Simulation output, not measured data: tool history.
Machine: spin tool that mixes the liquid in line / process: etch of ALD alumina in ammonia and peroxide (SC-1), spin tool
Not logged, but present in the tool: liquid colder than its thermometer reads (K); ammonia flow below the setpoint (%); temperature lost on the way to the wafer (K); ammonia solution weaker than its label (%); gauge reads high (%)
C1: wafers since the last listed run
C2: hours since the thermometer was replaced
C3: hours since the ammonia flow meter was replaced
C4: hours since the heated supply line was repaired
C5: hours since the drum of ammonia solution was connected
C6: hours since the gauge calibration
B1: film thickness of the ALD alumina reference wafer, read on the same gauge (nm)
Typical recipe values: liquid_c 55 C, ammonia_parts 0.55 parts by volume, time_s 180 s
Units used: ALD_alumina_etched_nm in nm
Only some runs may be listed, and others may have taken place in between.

run 1 hour=0 | liquid_c=61 ammonia_parts=0.55 time_s=135 | C1=0 C2=32.9 C3=76 C4=2284.6 C5=74.2 C6=100.6 | B1=140.01 | ALD_alumina_etched_nm=8.74
run 2 hour=12.9 | liquid_c=55 ammonia_parts=0.55 time_s=180 | C1=61 C2=45.8 C3=88.9 C4=2297.5 C5=87.1 C6=113.5 | B1=140.01 | ALD_alumina_etched_nm=8.5
run 3 hour=28.8 | liquid_c=55 ammonia_parts=0.8 time_s=180 | C1=76 C2=61.7 C3=104.8 C4=2313.4 C5=103 C6=129.4 | B1=140.01 | ALD_alumina_etched_nm=8.75
run 4 hour=43.9 | liquid_c=61.5 ammonia_parts=0.8 time_s=215 | C1=72 C2=76.8 C3=119.9 C4=2328.5 C5=118.1 C6=144.5 | B1=140.02 | ALD_alumina_etched_nm=14.96
run 5 hour=50.3 | liquid_c=49.5 ammonia_parts=0.65 time_s=225 | C1=30 C2=83.2 C3=126.3 C4=2334.9 C5=124.5 C6=150.9 | B1=140.02 | ALD_alumina_etched_nm=7.95
run 6 hour=59.7 | liquid_c=64.5 ammonia_parts=0.55 time_s=105 | C1=45 C2=92.6 C3=135.7 C4=2344.3 C5=133.9 C6=160.3 | B1=140.01 | ALD_alumina_etched_nm=8.18
run 7 hour=74.9 | liquid_c=46 ammonia_parts=0.7 time_s=265 | C1=72 C2=107.8 C3=150.9 C4=2359.5 C5=149.1 C6=175.5 | B1=140 | ALD_alumina_etched_nm=7.63
-- hour=89.3 heated supply line repaired
run 8 hour=92.2 | liquid_c=55 ammonia_parts=0.45 time_s=150 | C1=78 C2=125.1 C3=168.2 C4=2.9 C5=166.4 C6=192.8 | B1=140.03 | ALD_alumina_etched_nm=8.3
run 9 hour=104 | liquid_c=55 ammonia_parts=0.8 time_s=145 | C1=56 C2=136.9 C3=180 C4=14.7 C5=178.2 C6=204.6 | B1=140.04 | ALD_alumina_etched_nm=8.52
run 10 hour=111.5 | liquid_c=46.5 ammonia_parts=0.85 time_s=135 | C1=35 C2=144.4 C3=187.5 C4=22.2 C5=185.7 C6=212.1 | B1=140.01 | ALD_alumina_etched_nm=4.96
run 11 hour=117.8 | liquid_c=47 ammonia_parts=0.35 time_s=180 | C1=30 C2=150.7 C3=193.8 C4=28.5 C5=192 C6=218.4 | B1=139.98 | ALD_alumina_etched_nm=6.28
run 12 hour=124.4 | liquid_c=55 ammonia_parts=0.55 time_s=85 | C1=31 C2=157.3 C3=200.4 C4=35.1 C5=198.6 C6=225 | B1=139.99 | ALD_alumina_etched_nm=4.77
run 13 hour=133 | liquid_c=55 ammonia_parts=0.55 time_s=180 | C1=41 C2=165.9 C3=209 C4=43.7 C5=207.2 C6=233.6 | B1=140 | ALD_alumina_etched_nm=10.13
run 14 hour=142.4 | liquid_c=46 ammonia_parts=0.65 time_s=180 | C1=45 C2=175.3 C3=218.4 C4=53.1 C5=216.6 C6=243 | B1=139.99 | ALD_alumina_etched_nm=6.28
run 15 hour=152.8 | liquid_c=64.5 ammonia_parts=0.55 time_s=105 | C1=49 C2=185.7 C3=228.8 C4=63.5 C5=227 C6=253.4 | B1=140.03 | ALD_alumina_etched_nm=9.59
run 16 hour=159.3 | liquid_c=52 ammonia_parts=0.8 time_s=95 | C1=31 C2=192.2 C3=235.3 C4=70 C5=233.5 C6=259.9 | B1=139.98 | ALD_alumina_etched_nm=4.72
run 17 hour=168.1 | liquid_c=55 ammonia_parts=0.55 time_s=180 | C1=42 C2=201 C3=244.1 C4=78.8 C5=242.3 C6=268.7 | B1=139.98 | ALD_alumina_etched_nm=10.08
run 18 hour=182.3 | liquid_c=46.5 ammonia_parts=0.65 time_s=85 | C1=68 C2=215.2 C3=258.3 C4=93 C5=256.5 C6=282.9 | B1=140 | ALD_alumina_etched_nm=3.04
run 19 hour=195.5 | liquid_c=63.5 ammonia_parts=0.7 time_s=255 | C1=63 C2=228.4 C3=271.5 C4=106.2 C5=269.7 C6=296.1 | B1=140.01 | ALD_alumina_etched_nm=22.64
run 20 hour=206.6 | liquid_c=55 ammonia_parts=0.35 time_s=180 | C1=53 C2=239.5 C3=282.6 C4=117.3 C5=280.8 C6=307.2 | B1=140.01 | ALD_alumina_etched_nm=9.69
run 21 hour=224.6 | liquid_c=55 ammonia_parts=0.8 time_s=250 | C1=86 C2=257.5 C3=300.6 C4=135.3 C5=298.8 C6=325.2 | B1=140.02 | ALD_alumina_etched_nm=14.53
run 22 hour=242.2 | liquid_c=55 ammonia_parts=0.55 time_s=180 | C1=84 C2=275.1 C3=318.2 C4=152.9 C5=316.4 C6=342.8 | B1=140.01 | ALD_alumina_etched_nm=10.03
run 23 hour=263.5 | liquid_c=52.5 ammonia_parts=0.55 time_s=180 | C1=102 C2=296.4 C3=339.5 C4=174.2 C5=337.7 C6=364.1 | B1=140.02 | ALD_alumina_etched_nm=8.75
run 24 hour=276.3 | liquid_c=46.5 ammonia_parts=0.3 time_s=100 | C1=61 C2=309.2 C3=352.3 C4=187 C5=350.5 C6=376.9 | B1=140.01 | ALD_alumina_etched_nm=3.28
run 25 hour=284.3 | liquid_c=50.5 ammonia_parts=0.75 time_s=180 | C1=38 C2=317.2 C3=360.3 C4=195 C5=358.5 C6=384.9 | B1=140.05 | ALD_alumina_etched_nm=8.01

Predict each of these 5 candidate next runs independently; none follows another, all start after run 25:
run A hour=284.8 | liquid_c=55 ammonia_parts=0.55 time_s=285 | C1=2 C2=317.7 C3=360.8 C4=195.5 C5=359 C6=385.4 | B1=? | ALD_alumina_etched_nm=?
run B hour=284.8 | liquid_c=64 ammonia_parts=0.35 time_s=125 | C1=2 C2=317.7 C3=360.8 C4=195.5 C5=359 C6=385.4 | B1=? | ALD_alumina_etched_nm=?
run C hour=284.8 | liquid_c=55 ammonia_parts=0.55 time_s=225 | C1=2 C2=317.7 C3=360.8 C4=195.5 C5=359 C6=385.4 | B1=? | ALD_alumina_etched_nm=?
run D hour=284.8 | liquid_c=55 ammonia_parts=0.45 time_s=180 | C1=2 C2=317.7 C3=360.8 C4=195.5 C5=359 C6=385.4 | B1=? | ALD_alumina_etched_nm=?
run E hour=284.8 | liquid_c=48.5 ammonia_parts=0.65 time_s=125 | C1=2 C2=317.7 C3=360.8 C4=195.5 C5=359 C6=385.4 | B1=? | ALD_alumina_etched_nm=?

run=A B1=140.04 ALD_alumina_etched_nm=15.71
run=B B1=140.04 ALD_alumina_etched_nm=10.52
run=C B1=140.04 ALD_alumina_etched_nm=12.4
run=D B1=140.04 ALD_alumina_etched_nm=9.74
run=E B1=140.04 ALD_alumina_etched_nm=4.91
Had the tool no hidden state, the same runs would have come out as:
run=A ALD_alumina_etched_nm=16.38
run=B ALD_alumina_etched_nm=10.94
run=C ALD_alumina_etched_nm=12.93
run=D ALD_alumina_etched_nm=10.15
run=E ALD_alumina_etched_nm=5.13

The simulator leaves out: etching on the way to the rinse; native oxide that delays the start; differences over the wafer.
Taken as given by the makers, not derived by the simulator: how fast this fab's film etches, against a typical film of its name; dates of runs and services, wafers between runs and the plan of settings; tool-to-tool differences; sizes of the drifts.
